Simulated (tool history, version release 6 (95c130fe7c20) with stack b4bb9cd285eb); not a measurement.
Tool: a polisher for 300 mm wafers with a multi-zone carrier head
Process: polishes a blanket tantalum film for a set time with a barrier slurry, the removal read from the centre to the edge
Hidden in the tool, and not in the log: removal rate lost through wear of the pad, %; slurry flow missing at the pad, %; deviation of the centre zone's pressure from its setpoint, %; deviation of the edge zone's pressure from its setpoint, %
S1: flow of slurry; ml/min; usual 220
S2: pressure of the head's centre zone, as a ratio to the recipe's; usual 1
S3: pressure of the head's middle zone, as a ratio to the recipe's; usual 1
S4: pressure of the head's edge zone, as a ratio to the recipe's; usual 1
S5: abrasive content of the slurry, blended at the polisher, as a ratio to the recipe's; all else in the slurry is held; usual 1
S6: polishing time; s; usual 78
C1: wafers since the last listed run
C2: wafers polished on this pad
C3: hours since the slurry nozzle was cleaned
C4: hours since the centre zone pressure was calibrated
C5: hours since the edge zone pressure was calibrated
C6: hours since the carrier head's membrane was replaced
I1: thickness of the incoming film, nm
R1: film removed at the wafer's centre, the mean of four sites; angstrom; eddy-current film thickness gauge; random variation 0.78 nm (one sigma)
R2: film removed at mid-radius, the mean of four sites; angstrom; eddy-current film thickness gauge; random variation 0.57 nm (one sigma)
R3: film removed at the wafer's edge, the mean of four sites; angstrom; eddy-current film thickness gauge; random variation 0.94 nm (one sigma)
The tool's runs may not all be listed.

{"run": 1, "hour": 0.0, "S1": 220, "S2": 1, "S3": 1, "S4": 1, "S5": 0.85, "S6": 63, "C1": 0, "C2": 364, "C3": 416.2, "C4": 318.9, "C5": 95.8, "C6": 1162.2, "I1": 248.6, "R1": 612, "R2": 600, "R3": 613}
{"run": 2, "hour": 32.8, "S1": 220, "S2": 1, "S3": 1, "S4": 1, "S5": 0.85, "S6": 78, "C1": 331, "C2": 695, "C3": 449, "C4": 351.7, "C5": 128.6, "C6": 1195, "I1": 248.3, "R1": 739, "R2": 732, "R3": 750}
{"hour": 45.7, "done": "carrier head's membrane replaced by a new one"}
{"hour": 52.7, "done": "centre zone pressure recalibrated"}
{"run": 3, "hour": 53.2, "S1": 220, "S2": 0.93, "S3": 1.03, "S4": 1, "S5": 1.25, "S6": 78, "C1": 135, "C2": 831, "C3": 469.4, "C4": 0.5, "C5": 149, "C6": 7.5, "I1": 251, "R1": 778, "R2": 845, "R3": 812}
{"run": 4, "hour": 74.8, "S1": 220, "S2": 1, "S3": 1, "S4": 1.06, "S5": 1, "S6": 95, "C1": 218, "C2": 1049, "C3": 491, "C4": 22.1, "C5": 170.6, "C6": 29.1, "I1": 248, "R1": 946, "R2": 926, "R3": 945}
{"run": 5, "hour": 92.9, "S1": 220, "S2": 1, "S3": 1, "S4": 1, "S5": 1, "S6": 102, "C1": 183, "C2": 1232, "C3": 509.1, "C4": 40.2, "C5": 188.7, "C6": 47.2, "I1": 247.9, "R1": 986, "R2": 973, "R3": 1008}
{"run": 6, "hour": 116.5, "S1": 145, "S2": 1, "S3": 1, "S4": 1, "S5": 1, "S6": 88, "C1": 238, "C2": 1471, "C3": 532.7, "C4": 63.8, "C5": 212.3, "C6": 70.8, "I1": 247.8, "R1": 795, "R2": 808, "R3": 842}
{"run": 7, "hour": 143.0, "S1": 220, "S2": 1.03, "S3": 1, "S4": 1.07, "S5": 1.25, "S6": 55, "C1": 268, "C2": 1739, "C3": 559.2, "C4": 90.3, "C5": 238.8, "C6": 97.3, "I1": 252.5, "R1": 562, "R2": 542, "R3": 563}
{"hour": 172.1, "done": "worn pad replaced by a new one"}
{"run": 8, "hour": 174.6, "S1": 220, "S2": 0.96, "S3": 1, "S4": 1.06, "S5": 1, "S6": 68, "C1": 279, "C2": 25, "C3": 590.8, "C4": 121.9, "C5": 270.4, "C6": 128.9, "I1": 251.8, "R1": 679, "R2": 708, "R3": 727}
{"hour": 178.1, "done": "slurry nozzle cleaned"}
{"run": 9, "hour": 189.8, "S1": 220, "S2": 1, "S3": 1, "S4": 1, "S5": 1, "S6": 78, "C1": 143, "C2": 168, "C3": 11.7, "C4": 137.1, "C5": 285.6, "C6": 144.1, "I1": 252.7, "R1": 810, "R2": 795, "R3": 807}
{"run": 10, "hour": 216.2, "S1": 220, "S2": 1, "S3": 1, "S4": 1, "S5": 1, "S6": 78, "C1": 267, "C2": 435, "C3": 38.1, "C4": 163.5, "C5": 312, "C6": 170.5, "I1": 245, "R1": 801, "R2": 784, "R3": 797}
{"run": 11, "hour": 241.0, "S1": 220, "S2": 1, "S3": 1.06, "S4": 1, "S5": 1, "S6": 78, "C1": 250, "C2": 686, "C3": 62.9, "C4": 188.3, "C5": 336.8, "C6": 195.3, "I1": 251.4, "R1": 778, "R2": 809, "R3": 779}
{"run": 12, "hour": 272.8, "S1": 220, "S2": 1, "S3": 0.93, "S4": 1, "S5": 1, "S6": 94, "C1": 321, "C2": 1008, "C3": 94.7, "C4": 220.1, "C5": 368.6, "C6": 227.1, "I1": 252.1, "R1": 912, "R2": 856, "R3": 933}
{"run": 13, "hour": 308.5, "S1": 220, "S2": 1, "S3": 1, "S4": 1, "S5": 0.9, "S6": 63, "C1": 361, "C2": 1369, "C3": 130.4, "C4": 255.8, "C5": 404.3, "C6": 262.8, "I1": 251.1, "R1": 581, "R2": 578, "R3": 579}
{"run": 14, "hour": 340.5, "S1": 220, "S2": 1, "S3": 0.92, "S4": 1.08, "S5": 1, "S6": 68, "C1": 323, "C2": 1693, "C3": 162.4, "C4": 287.8, "C5": 436.3, "C6": 294.8, "I1": 250.1, "R1": 631, "R2": 590, "R3": 656}
{"hour": 343.0, "done": "centre zone pressure recalibrated"}
{"run": 15, "hour": 362.7, "S1": 220, "S2": 1, "S3": 0.94, "S4": 1, "S5": 1, "S6": 54, "C1": 204, "C2": 1897, "C3": 184.6, "C4": 19.7, "C5": 458.5, "C6": 317, "I1": 247.9, "R1": 497, "R2": 470, "R3": 498}
{"hour": 380.0, "done": "worn pad replaced by a new one"}
{"run": 16, "hour": 392.4, "S1": 220, "S2": 1, "S3": 1, "S4": 1, "S5": 1, "S6": 78, "C1": 259, "C2": 125, "C3": 214.3, "C4": 49.4, "C5": 488.2, "C6": 346.7, "I1": 251.4, "R1": 821, "R2": 818, "R3": 815}
{"run": 17, "hour": 406.4, "S1": 220, "S2": 1, "S3": 1.06, "S4": 0.97, "S5": 1, "S6": 78, "C1": 141, "C2": 267, "C3": 228.3, "C4": 63.4, "C5": 502.2, "C6": 360.7, "I1": 247.2, "R1": 792, "R2": 847, "R3": 800}
{"run": 18, "hour": 424.0, "S1": 220, "S2": 1, "S3": 1, "S4": 1, "S5": 1, "S6": 78, "C1": 178, "C2": 445, "C3": 245.9, "C4": 81, "C5": 519.8, "C6": 378.3, "I1": 250, "R1": 792, "R2": 799, "R3": 807}
{"run": 19, "hour": 459.8, "S1": 220, "S2": 1, "S3": 1, "S4": 0.92, "S5": 1, "S6": 78, "C1": 362, "C2": 807, "C3": 281.7, "C4": 116.8, "C5": 555.6, "C6": 414.1, "I1": 250.2, "R1": 788, "R2": 778, "R3": 770}
{"run": 20, "hour": 475.8, "S1": 220, "S2": 1, "S3": 1.06, "S4": 1, "S5": 1, "S6": 78, "C1": 161, "C2": 969, "C3": 297.7, "C4": 132.8, "C5": 571.6, "C6": 430.1, "I1": 248.7, "R1": 779, "R2": 802, "R3": 780}
{"run": 21, "hour": 499.9, "S1": 220, "S2": 1.1, "S3": 1, "S4": 1, "S5": 1, "S6": 78, "C1": 243, "C2": 1213, "C3": 321.8, "C4": 156.9, "C5": 595.7, "C6": 454.2, "I1": 247.3, "R1": 834, "R2": 757, "R3": 753}
{"run": 22, "hour": 534.7, "S1": 220, "S2": 1, "S3": 1, "S4": 1, "S5": 1, "S6": 78, "C1": 352, "C2": 1565, "C3": 356.6, "C4": 191.7, "C5": 630.5, "C6": 489, "I1": 245.2, "R1": 743, "R2": 738, "R3": 741}

4 ways to go on from here, each from the tool as it stands after run 22. What would each give?
{"run": "A", "hour": 535.1, "S1": 250, "S2": 1, "S3": 1, "S4": 1, "S5": 1, "S6": 78, "C1": 4, "C2": 1569, "C3": 357, "C4": 192.1, "C5": 630.9, "C6": 489.4, "I1": 255.1, "R1": "?", "R2": "?", "R3": "?"}
{"run": "B", "hour": 535.1, "S1": 220, "S2": 1, "S3": 1, "S4": 1, "S5": 1, "S6": 57, "C1": 4, "C2": 1569, "C3": 357, "C4": 192.1, "C5": 630.9, "C6": 489.4, "I1": 255.1, "R1": "?", "R2": "?", "R3": "?"}
{"run": "C", "hour": 535.1, "S1": 220, "S2": 1, "S3": 1, "S4": 1, "S5": 1, "S6": 52, "C1": 4, "C2": 1569, "C3": 357, "C4": 192.1, "C5": 630.9, "C6": 489.4, "I1": 255.1, "R1": "?", "R2": "?", "R3": "?"}
{"run": "D", "hour": 535.1, "S1": 270, "S2": 1, "S3": 1, "S4": 0.95, "S5": 0.9, "S6": 78, "C1": 4, "C2": 1569, "C3": 357, "C4": 192.1, "C5": 630.9, "C6": 489.4, "I1": 255.1, "R1": "?", "R2": "?", "R3": "?"}

run=A R1=739 R2=745 R3=756
run=B R1=535 R2=540 R3=549
run=C R1=488 R2=493 R3=500
run=D R1=716 R2=722 R3=721
Without the tool's hidden state the same runs would have given:
run=A R1=824 R2=831 R3=842
run=B R1=596 R2=602 R3=611
run=C R1=544 R2=549 R3=558
run=D R1=798 R2=804 R3=804
